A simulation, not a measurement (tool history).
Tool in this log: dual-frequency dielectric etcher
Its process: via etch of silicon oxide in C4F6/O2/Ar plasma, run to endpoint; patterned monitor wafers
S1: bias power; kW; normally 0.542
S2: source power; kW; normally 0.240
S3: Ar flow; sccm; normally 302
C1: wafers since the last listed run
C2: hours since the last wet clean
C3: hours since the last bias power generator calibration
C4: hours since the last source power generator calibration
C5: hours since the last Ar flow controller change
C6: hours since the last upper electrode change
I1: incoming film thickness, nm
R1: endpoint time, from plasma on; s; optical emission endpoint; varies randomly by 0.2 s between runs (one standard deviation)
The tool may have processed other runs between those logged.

run    hour     S1     S2   S3    C1     C2      C3      C4      C5      C6    I1    R1
  1     0.0  0.542  0.240  302     0   31.5  2983.2  3021.0  2043.8  4180.1  97.1  24.6
  2    59.2  0.542  0.240  302   967   90.7  3042.4  3080.2  2103.0  4239.3  97.7  24.4
  3   128.2  0.542  0.240  302  1127  159.7  3111.4  3149.2  2172.0  4308.3  98.9  24.4
  4   170.2  0.542  0.270  322   686  201.7  3153.4  3191.2  2214.0  4350.3  97.2  23.0
      236.1  -- upper electrode replaced
  5   238.2  0.496  0.240  242   718  269.7  3221.4  3259.2  2282.0     2.1  96.4  23.9
  6   262.6  0.496  0.240  242   398  294.1  3245.8  3283.6  2306.4    26.5  96.8  23.7
  7   308.4  0.542  0.240  302   748  339.9  3291.6  3329.4  2352.2    72.3  96.9  23.7
  8   336.4  0.542  0.240  302   457  367.9  3319.6  3357.4  2380.2   100.3  97.7  23.8
      353.9  -- bias power generator calibrated
      382.0  -- wet clean of the chamber
  9   382.5  0.596  0.200  302   295    0.5    28.6  3403.5  2426.3   146.4  97.2  24.8
 10   388.8  0.431  0.220  302   102    6.8    34.9  3409.8  2432.6   152.7  98.9  27.7
 11   435.9  0.542  0.240  302   769   53.9    82.0  3456.9  2479.7   199.8  96.3  24.0
      479.3  -- source power generator calibrated
 12   501.6  0.426  0.220  334  1008  119.6   147.7    22.3  2545.4   265.5  97.2  27.1
      518.2  -- Ar flow controller replaced
 13   555.4  0.542  0.240  302   780  173.4   201.5    76.1    37.2   319.3  97.1  23.7
 14   602.0  0.582  0.240  302   761  220.0   248.1   122.7    83.8   365.9  97.4  23.1
 15   652.7  0.444  0.240  243   828  270.7   298.8   173.4   134.5   416.6  97.0  25.0
 16   677.3  0.542  0.240  302   401  295.3   323.4   198.0   159.1   441.2  98.0  23.6
 17   706.2  0.596  0.200  302   472  324.2   352.3   226.9   188.0   470.1  97.1  23.7
 18   763.1  0.542  0.240  302   929  381.1   409.2   283.8   244.9   527.0  97.4  23.4
      807.1  -- wet clean of the chamber
 19   807.6  0.542  0.240  302   334    0.5   453.7   328.3   289.4   571.5  98.4  25.0
 20   832.3  0.542  0.240  302   403   25.2   478.4   353.0   314.1   596.2  97.7  24.6
 21   902.4  0.434  0.240  332  1145   95.3   548.5   423.1   384.2   666.3  96.8  26.7
 22   964.4  0.428  0.180  247  1012  157.3   610.5   485.1   446.2   728.3  97.9  28.3
 23   991.3  0.542  0.300  371   439  184.2   637.4   512.0   473.1   755.2  97.6  23.5
 24  1061.9  0.434  0.290  252  1153  254.8   708.0   582.6   543.7   825.8  98.2  24.5
 25  1099.4  0.434  0.260  256   612  292.3   745.5   620.1   581.2   863.3  97.4  25.0
 26  1134.9  0.542  0.240  302   579  327.8   781.0   655.6   616.7   898.8  97.8  23.7
     1159.1  -- wet clean of the chamber
 27  1171.4  0.610  0.240  259   204   12.3   817.5   692.1   653.2   935.3  97.2  22.6
 28  1242.5  0.501  0.200  376  1161   83.4   888.6   763.2   724.3  1006.4  97.7  27.0

Take each entry between the runs: how does the hidden state at the last listed run before it differ from the hidden state at the first listed run after it?
Logged between run 4 and run 5: upper electrode replaced (hour 236.1)
  etch rate over this chamber's usual, %: 2.59 -> 3.48
  what was measured, less what the result would be without the hidden state, R1: -0.6 -> -0.8 s
Logged between run 8 and run 9: bias power generator calibrated (hour 353.9); wet clean of the chamber (hour 382.0)
  etch rate over this chamber's usual, %: 4.76 -> 0.161
  what was measured, less what the result would be without the hidden state, R1: -1.2 -> +0.0 s
Logged between run 11 and run 12: source power generator calibrated (hour 479.3)
  etch rate over this chamber's usual, %: 0.858 -> 1.71
  what was measured, less what the result would be without the hidden state, R1: -0.2 -> -0.4 s
Logged between run 12 and run 13: Ar flow controller replaced (hour 518.2)
  etch rate over this chamber's usual, %: 1.71 -> 2.42
  what was measured, less what the result would be without the hidden state, R1: -0.4 -> -0.6 s
Logged between run 18 and run 19: wet clean of the chamber (hour 807.1)
  etch rate over this chamber's usual, %: 5.13 -> -0.774
  what was measured, less what the result would be without the hidden state, R1: -1.2 -> +0.2 s
Logged between run 26 and run 27: wet clean of the chamber (hour 1159.1)
  etch rate over this chamber's usual, %: 3.5 -> 1.04
  what was measured, less what the result would be without the hidden state, R1: -0.8 -> -0.2 s
